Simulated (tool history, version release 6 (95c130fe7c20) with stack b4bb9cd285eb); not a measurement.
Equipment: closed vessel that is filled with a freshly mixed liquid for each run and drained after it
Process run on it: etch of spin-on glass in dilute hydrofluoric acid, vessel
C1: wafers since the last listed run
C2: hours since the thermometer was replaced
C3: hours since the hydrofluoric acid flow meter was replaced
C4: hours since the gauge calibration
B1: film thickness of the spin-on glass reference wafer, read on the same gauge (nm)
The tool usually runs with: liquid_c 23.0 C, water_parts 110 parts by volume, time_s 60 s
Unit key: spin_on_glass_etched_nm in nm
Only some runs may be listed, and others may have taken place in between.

run 1 hour=0.0 | liquid_c=23.0 water_parts=80 time_s=85 | C1=0 C2=1293.2 C3=143.3 C4=1.7 | B1=69.97 | spin_on_glass_etched_nm=60.41
run 2 hour=27.7 | liquid_c=23.0 water_parts=80 time_s=85 | C1=2465 C2=1320.9 C3=171.0 C4=29.4 | B1=69.98 | spin_on_glass_etched_nm=60.07
run 3 hour=41.4 | liquid_c=23.0 water_parts=110 time_s=60 | C1=1219 C2=1334.6 C3=184.7 C4=43.1 | B1=70.01 | spin_on_glass_etched_nm=29.95
run 4 hour=55.3 | liquid_c=23.0 water_parts=110 time_s=60 | C1=1237 C2=1348.5 C3=198.6 C4=57.0 | B1=69.99 | spin_on_glass_etched_nm=29.67
run 5 hour=75.2 | liquid_c=23.0 water_parts=110 time_s=60 | C1=1771 C2=1368.4 C3=218.5 C4=76.9 | B1=70.00 | spin_on_glass_etched_nm=29.22
run 6 hour=91.5 | liquid_c=25.5 water_parts=110 time_s=50 | C1=1451 C2=1384.7 C3=234.8 C4=93.2 | B1=70.05 | spin_on_glass_etched_nm=27.19
run 7 hour=126.4 | liquid_c=25.5 water_parts=110 time_s=50 | C1=3106 C2=1419.6 C3=269.7 C4=128.1 | B1=69.93 | spin_on_glass_etched_nm=27.33
run 8 hour=203.0 | liquid_c=25.5 water_parts=110 time_s=50 | C1=6819 C2=1496.2 C3=346.3 C4=204.7 | B1=69.98 | spin_on_glass_etched_nm=27.12
-- hour=224.0 thermometer replaced
-- hour=231.7 gauge calibrated
run 9 hour=247.6 | liquid_c=23.0 water_parts=110 time_s=60 | C1=3881 C2=23.6 C3=390.9 C4=15.9 | B1=70.01 | spin_on_glass_etched_nm=32.44
run 10 hour=274.6 | liquid_c=20.5 water_parts=125 time_s=45 | C1=2403 C2=50.6 C3=417.9 C4=42.9 | B1=70.00 | spin_on_glass_etched_nm=19.07
-- hour=288.8 hydrofluoric acid flow meter replaced
run 11 hour=292.7 | liquid_c=23.0 water_parts=110 time_s=60 | C1=1522 C2=68.7 C3=3.9 C4=61.0 | B1=69.98 | spin_on_glass_etched_nm=32.43
run 12 hour=307.4 | liquid_c=23.0 water_parts=110 time_s=60 | C1=1308 C2=83.4 C3=18.6 C4=75.7 | B1=69.98 | spin_on_glass_etched_nm=32.28
run 13 hour=324.2 | liquid_c=21.0 water_parts=140 time_s=60 | C1=1495 C2=100.2 C3=35.4 C4=92.5 | B1=70.02 | spin_on_glass_etched_nm=23.05
run 14 hour=340.5 | liquid_c=23.0 water_parts=110 time_s=60 | C1=1451 C2=116.5 C3=51.7 C4=108.8 | B1=69.97 | spin_on_glass_etched_nm=32.72
run 15 hour=353.0 | liquid_c=23.0 water_parts=110 time_s=60 | C1=1112 C2=129.0 C3=64.2 C4=121.3 | B1=70.02 | spin_on_glass_etched_nm=32.64
run 16 hour=367.2 | liquid_c=23.0 water_parts=140 time_s=50 | C1=1264 C2=143.2 C3=78.4 C4=135.5 | B1=69.97 | spin_on_glass_etched_nm=20.65
run 17 hour=393.4 | liquid_c=18.0 water_parts=110 time_s=60 | C1=2332 C2=169.4 C3=104.6 C4=161.7 | B1=69.98 | spin_on_glass_etched_nm=26.31
run 18 hour=409.4 | liquid_c=23.0 water_parts=145 time_s=60 | C1=1424 C2=185.4 C3=120.6 C4=177.7 | B1=70.02 | spin_on_glass_etched_nm=24.00

Below are 3 alternative next runs, each starting from the tool's condition after run 18. Predict each:
run A hour=410.1 | liquid_c=23.0 water_parts=110 time_s=60 | C1=62 C2=186.1 C3=121.3 C4=178.4 | B1=? | spin_on_glass_etched_nm=?
run B hour=410.1 | liquid_c=20.5 water_parts=110 time_s=40 | C1=62 C2=186.1 C3=121.3 C4=178.4 | B1=? | spin_on_glass_etched_nm=?
run C hour=410.1 | liquid_c=21.0 water_parts=145 time_s=60 | C1=62 C2=186.1 C3=121.3 C4=178.4 | B1=? | spin_on_glass_etched_nm=?

run=A B1=70.06 spin_on_glass_etched_nm=32.31
run=B B1=70.06 spin_on_glass_etched_nm=19.47
run=C B1=70.06 spin_on_glass_etched_nm=21.77
With no hidden state in the tool, these same runs would have given:
run=A spin_on_glass_etched_nm=32.98
run=B spin_on_glass_etched_nm=19.88
run=C spin_on_glass_etched_nm=22.22
